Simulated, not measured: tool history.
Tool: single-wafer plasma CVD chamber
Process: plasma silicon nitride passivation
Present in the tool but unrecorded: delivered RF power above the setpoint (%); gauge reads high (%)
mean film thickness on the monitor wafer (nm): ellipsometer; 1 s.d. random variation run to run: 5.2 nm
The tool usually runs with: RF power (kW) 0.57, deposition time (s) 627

run,hour,RF power (kW),deposition time (s),wafers since the last listed run,hours since the last RF generator calibration,hours since the showerhead was replaced,hours since the gauge calibration,"read-back reference wafer on the same gauge, thickness_nm",mean film thickness on the monitor wafer (nm)
1,0,0.51,627,0,863.8,4269.9,641.2,1110.902,930.143
2,93.9,0.57,627,325,957.7,4363.8,735.1,1114.295,954.19
3,141.3,0.57,627,164,1005.1,4411.2,782.5,1114.609,957.549
4,179.7,0.63,627,133,1043.5,4449.6,820.9,1113.283,981.319
5,242.7,0.63,627,218,1106.5,4512.6,883.9,1115.18,968.816
6,331.4,0.63,627,307,1195.2,4601.3,972.6,1114.952,985.482
7,387.9,0.515,627,195,1251.7,4657.8,1029.1,1115.147,929.655
8,451.7,0.515,627,221,1315.5,4721.6,1092.9,1112.496,934.575
9,518.7,0.515,627,232,1382.5,4788.6,1159.9,1119.098,927.876
10,787.3,0.57,627,930,1651.1,5057.2,1428.5,1115.79,945.487
11,824.1,0.615,627,127,1687.9,5094,1465.3,1114.232,982.549
12,930.5,0.57,676,368,1794.3,5200.4,1571.7,1112.931,1030.221
13,1004,0.57,627,254,1867.8,5273.9,1645.2,1113.556,948.781
# hour 1056.8: gauge calibrated
14,1057.3,0.57,627,184,1921.1,5327.2,0.5,1112.581,951.941
# hour 1106.3: showerhead replaced
15,1160.3,0.61,707,329,2024.1,54,103.5,1113.73,1091.986
16,1252.9,0.57,505,320,2116.7,146.6,196.1,1115.946,767.057
17,1317,0.635,556,222,2180.8,210.7,260.2,1114.088,877.526
# hour 1402.4: RF generator calibrated
18,1424.5,0.57,627,344,22.1,318.2,367.7,1113.404,954.337
19,1503.7,0.535,566,274,101.3,397.4,446.9,1114.629,838.233
20,1590.7,0.57,627,301,188.3,484.4,533.9,1118.954,951.19
21,1638.9,0.57,627,166,236.5,532.6,582.1,1116.621,946.753
22,1737.6,0.64,746,341,335.2,631.3,680.8,1116.03,1174.568
23,1810.3,0.655,551,251,407.9,704,753.5,1117.762,869.724
24,1849.8,0.57,627,136,447.4,743.5,793,1115.808,945.003
25,1897.7,0.515,627,165,495.3,791.4,840.9,1116.027,927.459
26,1953.5,0.465,627,193,551.1,847.2,896.7,1113.581,906.786
27,2210.2,0.57,627,889,807.8,1103.9,1153.4,1115.959,951.956
28,2254.7,0.675,577,154,852.3,1148.4,1197.9,1115.24,919.604

5 options for the next run, each taken on its own from the tool as it stands now. Forecast them:
A,2255.3,0.57,627,2,852.9,1149,1198.5,?,?
B,2255.3,0.635,510,2,852.9,1149,1198.5,?,?
C,2255.3,0.67,553,2,852.9,1149,1198.5,?,?
D,2255.3,0.57,731,2,852.9,1149,1198.5,?,?
E,2255.3,0.525,715,2,852.9,1149,1198.5,?,?

run,"read-back reference wafer on the same gauge, thickness_nm",mean film thickness on the monitor wafer (nm)
A,1113.224,955.845
B,1113.224,802.393
C,1113.224,883.815
D,1113.224,1114.39
E,1113.224,1064.198
Take away the tool's hidden state, keep each run's random variation, and the runs would have read:
run,mean film thickness on the monitor wafer (nm)
A,955.845
B,802.393
C,883.815
D,1114.39
E,1064.198
